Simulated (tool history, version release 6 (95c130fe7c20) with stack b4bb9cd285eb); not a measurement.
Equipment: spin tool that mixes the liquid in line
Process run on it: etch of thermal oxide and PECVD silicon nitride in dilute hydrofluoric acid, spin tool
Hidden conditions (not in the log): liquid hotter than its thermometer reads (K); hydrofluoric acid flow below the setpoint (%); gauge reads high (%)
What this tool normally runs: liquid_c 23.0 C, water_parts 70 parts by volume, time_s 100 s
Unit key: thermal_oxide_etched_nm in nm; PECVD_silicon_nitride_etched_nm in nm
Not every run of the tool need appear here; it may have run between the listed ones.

run    hour  liquid_c  water_parts  time_s  wafers since the last listed run  hours since the thermometer was replaced  hours since the hydrofluoric acid flow meter was replaced  hours since the gauge calibration  read-back film thickness of the thermal oxide reference wafer, read on the same gauge (nm)  read-back film thickness of the PECVD silicon nitride reference wafer, read on the same gauge (nm)  thermal_oxide_etched_nm  PECVD_silicon_nitride_etched_nm
  1     0.0      23.0           85     100                                 0                                    2102.0                                                      694.6                             1072.7                                                                                      120.01                                                                                               70.03                     4.58                             6.23
       34.1  -- hydrofluoric acid flow meter replaced
  2    65.1      23.0           70     100                               613                                    2167.1                                                       31.0                             1137.8                                                                                      120.01                                                                                               70.00                     5.90                             7.85
      119.8  -- gauge calibrated
  3   131.7      23.0           70     100                               637                                    2233.7                                                       97.6                               11.9                                                                                      119.98                                                                                               70.00                     5.92                             7.84
  4   156.5      23.0           70     100                               237                                    2258.5                                                      122.4                               36.7                                                                                      120.02                                                                                               69.99                     5.93                             7.85
  5   185.4      23.0           70     100                               276                                    2287.4                                                      151.3                               65.6                                                                                      120.01                                                                                               70.03                     5.93                             7.86
  6   231.7      23.0           70     100                               443                                    2333.7                                                      197.6                              111.9                                                                                      120.04                                                                                               69.97                     5.91                             7.81
  7   274.3      23.0           70     100                               407                                    2376.3                                                      240.2                              154.5                                                                                      120.01                                                                                               70.02                     5.89                             7.73
  8   343.9      23.0           70     100                               666                                    2445.9                                                      309.8                              224.1                                                                                      120.05                                                                                               70.02                     5.86                             7.73
  9   442.6      24.5           55      60                               944                                    2544.6                                                      408.5                              322.8                                                                                      119.98                                                                                               69.99                     4.82                             6.47
 10   480.3      23.0           70     100                               360                                    2582.3                                                      446.2                              360.5                                                                                      119.98                                                                                               70.03                     5.81                             7.75
 11   542.7      20.0           70     155                               597                                    2644.7                                                      508.6                              422.9                                                                                      119.99                                                                                               69.99                     7.94                             9.76
 12   593.2      28.0           70     100                               483                                    2695.2                                                      559.1                              473.4                                                                                      120.02                                                                                               70.00                     7.06                            10.80
      626.7  -- thermometer replaced
      643.7  -- hydrofluoric acid flow meter replaced
 13   652.0      25.0           45     100                               543                                      25.3                                                        8.3                              532.2                                                                                      120.01                                                                                               69.98                    10.23                            13.61
 14   712.2      26.5          105     145                               576                                      85.5                                                       68.5                              592.4                                                                                      120.03                                                                                               70.03                     6.20                             9.23
 15   780.2      26.5           95      75                               651                                     153.5                                                      136.5                              660.4                                                                                      119.98                                                                                               70.02                     3.57                             5.31
 16   809.9      23.0          100     100                               284                                     183.2                                                      166.2                              690.1                                                                                      120.01                                                                                               69.97                     3.91                             5.36
 17   850.3      23.0           70     100                               386                                     223.6                                                      206.6                              730.5                                                                                      120.00                                                                                               69.98                     5.83                             7.59
 18   897.6      27.5           60     155                               452                                     270.9                                                      253.9                              777.8                                                                                      119.99                                                                                               70.00                    12.68                            18.47
 19   970.4      20.0           80     135                               696                                     343.7                                                      326.7                              850.6                                                                                      119.98                                                                                               69.99                     5.90                             7.28
 20  1027.1      23.0           90     135                               542                                     400.4                                                      383.4                              907.3                                                                                      120.02                                                                                               70.02                     5.86                             7.90
 21  1067.9      20.5           70     100                               390                                     441.2                                                      424.2                              948.1                                                                                      119.99                                                                                               70.01                     5.19                             6.38
     1172.5  -- gauge calibrated
 22  1225.3      26.5           90      45                              1506                                     598.6                                                      581.6                               52.8                                                                                      119.99                                                                                               70.03                     2.23                             3.31
 23  1291.1      20.0           95     100                               629                                     664.4                                                      647.4                              118.6                                                                                      120.03                                                                                               70.01                     3.60                             4.58
 24  1336.5      26.0           90      85                               434                                     709.8                                                      692.8                              164.0                                                                                      120.04                                                                                               70.00                     4.07                             6.05
     1351.5  -- hydrofluoric acid flow meter replaced
 25  1369.4      23.0           70     100                               305                                     742.7                                                       17.9                              196.9                                                                                      119.98                                                                                               69.97                     5.87                             7.68

4 ways to go on from here, each from the tool as it stands after run 25. What would each give?
  A  1369.8      23.0           70     100                                 3                                     743.1                                                       18.3                              197.3                                                                                           ?                                                                                                   ?                        ?                                ?
  B  1369.8      26.0           95     160                                 3                                     743.1                                                       18.3                              197.3                                                                                           ?                                                                                                   ?                        ?                                ?
  C  1369.8      20.0           85      50                                 3                                     743.1                                                       18.3                              197.3                                                                                           ?                                                                                                   ?                        ?                                ?
  D  1369.8      23.0           85     150                                 3                                     743.1                                                       18.3                              197.3                                                                                           ?                                                                                                   ?                        ?                                ?

run  read-back film thickness of the thermal oxide reference wafer, read on the same gauge (nm)  read-back film thickness of the PECVD silicon nitride reference wafer, read on the same gauge (nm)  thermal_oxide_etched_nm  PECVD_silicon_nitride_etched_nm
  A                                                                                      119.96                                                                                               69.99                     5.85                             7.83
  B                                                                                      119.96                                                                                               69.99                     7.52                            11.29
  C                                                                                      119.96                                                                                               69.99                     2.09                             2.64
  D                                                                                      119.96                                                                                               69.99                     7.09                             9.70
Without the tool's unlogged condition, the same runs would have read:
run  thermal_oxide_etched_nm  PECVD_silicon_nitride_etched_nm
  A                     5.80                             7.72
  B                     7.47                            11.14
  C                     2.07                             2.60
  D                     7.04                             9.57
